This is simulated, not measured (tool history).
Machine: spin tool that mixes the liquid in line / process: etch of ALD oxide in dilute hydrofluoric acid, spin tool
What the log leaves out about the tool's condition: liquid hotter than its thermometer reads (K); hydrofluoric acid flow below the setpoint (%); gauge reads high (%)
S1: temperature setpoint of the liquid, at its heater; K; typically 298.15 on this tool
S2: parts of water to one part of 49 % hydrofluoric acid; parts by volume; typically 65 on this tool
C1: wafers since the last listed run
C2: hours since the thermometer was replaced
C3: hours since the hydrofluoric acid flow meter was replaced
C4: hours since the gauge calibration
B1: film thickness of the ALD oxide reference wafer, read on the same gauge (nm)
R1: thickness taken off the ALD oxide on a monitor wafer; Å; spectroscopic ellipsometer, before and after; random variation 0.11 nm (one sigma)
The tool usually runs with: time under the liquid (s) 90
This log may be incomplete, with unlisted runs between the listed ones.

{"run": 1, "day": 0.0, "S1": 298.15, "S2": 65, "time under the liquid (s)": 90, "C1": 0, "C2": 522.8, "C3": 188.7, "C4": 1160.8, "B1": 70.02, "R1": 253.2}
{"day": 1.875, "done": "thermometer replaced"}
{"run": 2, "day": 3.367, "S1": 295.65, "S2": 65, "time under the liquid (s)": 125, "C1": 694, "C2": 35.8, "C3": 269.5, "C4": 1241.6, "B1": 69.99, "R1": 308}
{"run": 3, "day": 6.471, "S1": 298.15, "S2": 65, "time under the liquid (s)": 90, "C1": 648, "C2": 110.3, "C3": 344, "C4": 1316.1, "B1": 70.01, "R1": 248}
{"run": 4, "day": 9.608, "S1": 298.15, "S2": 65, "time under the liquid (s)": 90, "C1": 655, "C2": 185.6, "C3": 419.3, "C4": 1391.4, "B1": 70, "R1": 247.2}
{"run": 5, "day": 13.129, "S1": 298.15, "S2": 65, "time under the liquid (s)": 90, "C1": 735, "C2": 270.1, "C3": 503.8, "C4": 1475.9, "B1": 69.95, "R1": 251.4}
{"run": 6, "day": 15.017, "S1": 300.65, "S2": 65, "time under the liquid (s)": 90, "C1": 394, "C2": 315.4, "C3": 549.1, "C4": 1521.2, "B1": 69.97, "R1": 276.3}
{"run": 7, "day": 18.367, "S1": 298.15, "S2": 65, "time under the liquid (s)": 90, "C1": 699, "C2": 395.8, "C3": 629.5, "C4": 1601.6, "B1": 70.02, "R1": 252.2}
{"run": 8, "day": 22.721, "S1": 298.15, "S2": 65, "time under the liquid (s)": 90, "C1": 909, "C2": 500.3, "C3": 734, "C4": 1706.1, "B1": 70.03, "R1": 253}
{"run": 9, "day": 24.488, "S1": 298.15, "S2": 65, "time under the liquid (s)": 90, "C1": 368, "C2": 542.7, "C3": 776.4, "C4": 1748.5, "B1": 70.04, "R1": 253}
{"day": 27.883, "done": "thermometer replaced"}
{"run": 10, "day": 28.096, "S1": 298.15, "S2": 65, "time under the liquid (s)": 90, "C1": 744, "C2": 5.1, "C3": 863, "C4": 1835.1, "B1": 69.98, "R1": 244.7}
{"day": 28.604, "done": "gauge calibrated"}
{"run": 11, "day": 30.204, "S1": 298.15, "S2": 65, "time under the liquid (s)": 90, "C1": 440, "C2": 55.7, "C3": 913.6, "C4": 38.4, "B1": 70, "R1": 246.7}
{"run": 12, "day": 32.096, "S1": 298.15, "S2": 70, "time under the liquid (s)": 65, "C1": 395, "C2": 101.1, "C3": 959, "C4": 83.8, "B1": 70.01, "R1": 165}
{"run": 13, "day": 34.6, "S1": 302.65, "S2": 65, "time under the liquid (s)": 90, "C1": 522, "C2": 161.2, "C3": 1019.1, "C4": 143.9, "B1": 69.94, "R1": 295.6}
{"run": 14, "day": 43.508, "S1": 293.15, "S2": 90, "time under the liquid (s)": 115, "C1": 1860, "C2": 375, "C3": 1232.9, "C4": 357.7, "B1": 69.97, "R1": 183.7}
{"run": 15, "day": 45.512, "S1": 294.65, "S2": 80, "time under the liquid (s)": 70, "C1": 418, "C2": 423.1, "C3": 1281, "C4": 405.8, "B1": 69.97, "R1": 135.1}
{"run": 16, "day": 49.308, "S1": 300.65, "S2": 65, "time under the liquid (s)": 90, "C1": 792, "C2": 514.2, "C3": 1372.1, "C4": 496.9, "B1": 70, "R1": 277.5}
{"run": 17, "day": 53.042, "S1": 298.15, "S2": 95, "time under the liquid (s)": 50, "C1": 779, "C2": 603.8, "C3": 1461.7, "C4": 586.5, "B1": 69.96, "R1": 93.2}
{"day": 54.708, "done": "hydrofluoric acid flow meter replaced"}
{"run": 18, "day": 55.271, "S1": 302.65, "S2": 40, "time under the liquid (s)": 135, "C1": 456, "C2": 657.3, "C3": 13.5, "C4": 640, "B1": 70.01, "R1": 772.7}
{"day": 55.504, "done": "thermometer replaced"}
{"run": 19, "day": 57.888, "S1": 301.65, "S2": 90, "time under the liquid (s)": 60, "C1": 537, "C2": 57.2, "C3": 76.3, "C4": 702.8, "B1": 70.04, "R1": 132.4}
{"run": 20, "day": 61.317, "S1": 298.15, "S2": 65, "time under the liquid (s)": 90, "C1": 716, "C2": 139.5, "C3": 158.6, "C4": 785.1, "B1": 70, "R1": 248.1}
{"run": 21, "day": 64.208, "S1": 298.15, "S2": 55, "time under the liquid (s)": 90, "C1": 603, "C2": 208.9, "C3": 228, "C4": 854.5, "B1": 70, "R1": 296.6}
{"run": 22, "day": 67.833, "S1": 298.15, "S2": 55, "time under the liquid (s)": 140, "C1": 757, "C2": 295.9, "C3": 315, "C4": 941.5, "B1": 70, "R1": 465.9}
{"run": 23, "day": 71.933, "S1": 298.15, "S2": 40, "time under the liquid (s)": 115, "C1": 856, "C2": 394.3, "C3": 413.4, "C4": 1039.9, "B1": 69.98, "R1": 537.9}
{"run": 24, "day": 75.208, "S1": 302.15, "S2": 65, "time under the liquid (s)": 130, "C1": 683, "C2": 472.9, "C3": 492, "C4": 1118.5, "B1": 69.98, "R1": 425.5}
{"run": 25, "day": 77.8, "S1": 294.15, "S2": 75, "time under the liquid (s)": 45, "C1": 541, "C2": 535.1, "C3": 554.2, "C4": 1180.7, "B1": 70.01, "R1": 92.3}

Forecast each of these 4 alternatives for the next run:
{"run": "A", "day": 77.817, "S1": 298.15, "S2": 65, "time under the liquid (s)": 90, "C1": 3, "C2": 535.5, "C3": 554.6, "C4": 1181.1, "B1": "?", "R1": "?"}
{"run": "B", "day": 77.817, "S1": 301.15, "S2": 85, "time under the liquid (s)": 70, "C1": 3, "C2": 535.5, "C3": 554.6, "C4": 1181.1, "B1": "?", "R1": "?"}
{"run": "C", "day": 77.817, "S1": 298.15, "S2": 65, "time under the liquid (s)": 70, "C1": 3, "C2": 535.5, "C3": 554.6, "C4": 1181.1, "B1": "?", "R1": "?"}
{"run": "D", "day": 77.817, "S1": 301.65, "S2": 80, "time under the liquid (s)": 45, "C1": 3, "C2": 535.5, "C3": 554.6, "C4": 1181.1, "B1": "?", "R1": "?"}

run=A B1=70 R1=252.7
run=B B1=70 R1=164.5
run=C B1=70 R1=196.6
run=D B1=70 R1=115.4
Take away the tool's hidden state, keep each run's random variation, and the runs would have read:
run=A R1=245.2
run=B R1=159.8
run=C R1=190.7
run=D R1=112.1
